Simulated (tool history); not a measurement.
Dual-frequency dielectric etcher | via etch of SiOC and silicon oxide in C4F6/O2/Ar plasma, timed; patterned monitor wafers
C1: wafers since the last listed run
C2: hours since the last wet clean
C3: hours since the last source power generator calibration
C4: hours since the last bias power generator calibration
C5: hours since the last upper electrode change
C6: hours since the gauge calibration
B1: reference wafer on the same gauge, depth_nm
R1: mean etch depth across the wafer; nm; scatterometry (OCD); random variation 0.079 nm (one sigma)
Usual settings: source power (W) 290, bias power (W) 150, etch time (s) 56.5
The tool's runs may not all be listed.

{"run": 1, "hour": 0.0, "source power (W)": 340, "bias power (W)": 150, "etch time (s)": 52.5, "C1": 0, "C2": 499.7, "C3": 4313.8, "C4": 5353.5, "C5": 1683, "C6": 141.5, "B1": 58, "R1": 52.9}
{"run": 2, "hour": 12.5, "source power (W)": 340, "bias power (W)": 150, "etch time (s)": 52.5, "C1": 130, "C2": 512.2, "C3": 4326.3, "C4": 5366, "C5": 1695.5, "C6": 154, "B1": 58, "R1": 53}
{"run": 3, "hour": 29.2, "source power (W)": 290, "bias power (W)": 150, "etch time (s)": 56.5, "C1": 173, "C2": 528.9, "C3": 4343, "C4": 5382.7, "C5": 1712.2, "C6": 170.7, "B1": 58, "R1": 54.3}
{"run": 4, "hour": 37.6, "source power (W)": 290, "bias power (W)": 150, "etch time (s)": 56.5, "C1": 87, "C2": 537.3, "C3": 4351.4, "C4": 5391.1, "C5": 1720.6, "C6": 179.1, "B1": 58, "R1": 54.2}
{"run": 5, "hour": 51.1, "source power (W)": 280, "bias power (W)": 150, "etch time (s)": 56.5, "C1": 140, "C2": 550.8, "C3": 4364.9, "C4": 5404.6, "C5": 1734.1, "C6": 192.6, "B1": 58, "R1": 53.6}
{"run": 6, "hour": 61.2, "source power (W)": 280, "bias power (W)": 150, "etch time (s)": 56.5, "C1": 105, "C2": 560.9, "C3": 4375, "C4": 5414.7, "C5": 1744.2, "C6": 202.7, "B1": 58, "R1": 53.9}
{"run": 7, "hour": 74.4, "source power (W)": 280, "bias power (W)": 150, "etch time (s)": 56.5, "C1": 137, "C2": 574.1, "C3": 4388.2, "C4": 5427.9, "C5": 1757.4, "C6": 215.9, "B1": 58, "R1": 53.9}
{"hour": 78.6, "done": "source power generator calibrated"}
{"hour": 82.4, "done": "gauge calibrated"}
{"hour": 100.0, "done": "upper electrode replaced"}
{"run": 8, "hour": 100.5, "source power (W)": 290, "bias power (W)": 172, "etch time (s)": 56.5, "C1": 7, "C2": 600.2, "C3": 21.9, "C4": 5454, "C5": 0.5, "C6": 18.1, "B1": 58, "R1": 57.3}
{"run": 9, "hour": 109.9, "source power (W)": 290, "bias power (W)": 179, "etch time (s)": 61.5, "C1": 97, "C2": 609.6, "C3": 31.3, "C4": 5463.4, "C5": 9.9, "C6": 27.5, "B1": 58, "R1": 63.4}
{"hour": 119.3, "done": "bias power generator calibrated"}
{"hour": 134.0, "done": "wet clean of the chamber"}
{"run": 10, "hour": 134.5, "source power (W)": 340, "bias power (W)": 161, "etch time (s)": 70.5, "C1": 61, "C2": 0.5, "C3": 55.9, "C4": 15.2, "C5": 34.5, "C6": 52.1, "B1": 58, "R1": 70.7}
{"run": 11, "hour": 134.8, "source power (W)": 320, "bias power (W)": 150, "etch time (s)": 56.5, "C1": 3, "C2": 0.8, "C3": 56.2, "C4": 15.5, "C5": 34.8, "C6": 52.4, "B1": 58, "R1": 54}
{"run": 12, "hour": 147.7, "source power (W)": 290, "bias power (W)": 137, "etch time (s)": 47, "C1": 134, "C2": 13.7, "C3": 69.1, "C4": 28.4, "C5": 47.7, "C6": 65.3, "B1": 58, "R1": 42.5}
{"run": 13, "hour": 155.5, "source power (W)": 290, "bias power (W)": 177, "etch time (s)": 43, "C1": 81, "C2": 21.5, "C3": 76.9, "C4": 36.2, "C5": 55.5, "C6": 73.1, "B1": 58, "R1": 42.5}
{"run": 14, "hour": 170.2, "source power (W)": 290, "bias power (W)": 130, "etch time (s)": 71.5, "C1": 153, "C2": 36.2, "C3": 91.6, "C4": 50.9, "C5": 70.2, "C6": 87.8, "B1": 58, "R1": 63.3}
{"run": 15, "hour": 183.0, "source power (W)": 290, "bias power (W)": 150, "etch time (s)": 56.5, "C1": 133, "C2": 49, "C3": 104.4, "C4": 63.7, "C5": 83, "C6": 100.6, "B1": 58, "R1": 52.6}
{"run": 16, "hour": 190.1, "source power (W)": 290, "bias power (W)": 130, "etch time (s)": 71.5, "C1": 73, "C2": 56.1, "C3": 111.5, "C4": 70.8, "C5": 90.1, "C6": 107.7, "B1": 58, "R1": 63.2}
{"run": 17, "hour": 206.2, "source power (W)": 290, "bias power (W)": 150, "etch time (s)": 56.5, "C1": 167, "C2": 72.2, "C3": 127.6, "C4": 86.9, "C5": 106.2, "C6": 123.8, "B1": 58, "R1": 52.8}

Forecast each of these 5 alternatives for the next run:
{"run": "A", "hour": 206.6, "source power (W)": 290, "bias power (W)": 171, "etch time (s)": 56.5, "C1": 4, "C2": 72.6, "C3": 128, "C4": 87.3, "C5": 106.6, "C6": 124.2, "B1": "?", "R1": "?"}
{"run": "B", "hour": 206.6, "source power (W)": 290, "bias power (W)": 150, "etch time (s)": 69, "C1": 4, "C2": 72.6, "C3": 128, "C4": 87.3, "C5": 106.6, "C6": 124.2, "B1": "?", "R1": "?"}
{"run": "C", "hour": 206.6, "source power (W)": 290, "bias power (W)": 173, "etch time (s)": 46, "C1": 4, "C2": 72.6, "C3": 128, "C4": 87.3, "C5": 106.6, "C6": 124.2, "B1": "?", "R1": "?"}
{"run": "D", "hour": 206.6, "source power (W)": 310, "bias power (W)": 150, "etch time (s)": 56.5, "C1": 4, "C2": 72.6, "C3": 128, "C4": 87.3, "C5": 106.6, "C6": 124.2, "B1": "?", "R1": "?"}
{"run": "E", "hour": 206.6, "source power (W)": 290, "bias power (W)": 116, "etch time (s)": 56.5, "C1": 4, "C2": 72.6, "C3": 128, "C4": 87.3, "C5": 106.6, "C6": 124.2, "B1": "?", "R1": "?"}

run=A B1=58 R1=55.4
run=B B1=58 R1=64.5
run=C B1=58 R1=45.3
run=D B1=58 R1=53.9
run=E B1=58 R1=48.2
Without the tool's hidden state the same runs would have given:
run=A R1=55
run=B R1=64.1
run=C R1=45
run=D R1=53.6
run=E R1=47.9

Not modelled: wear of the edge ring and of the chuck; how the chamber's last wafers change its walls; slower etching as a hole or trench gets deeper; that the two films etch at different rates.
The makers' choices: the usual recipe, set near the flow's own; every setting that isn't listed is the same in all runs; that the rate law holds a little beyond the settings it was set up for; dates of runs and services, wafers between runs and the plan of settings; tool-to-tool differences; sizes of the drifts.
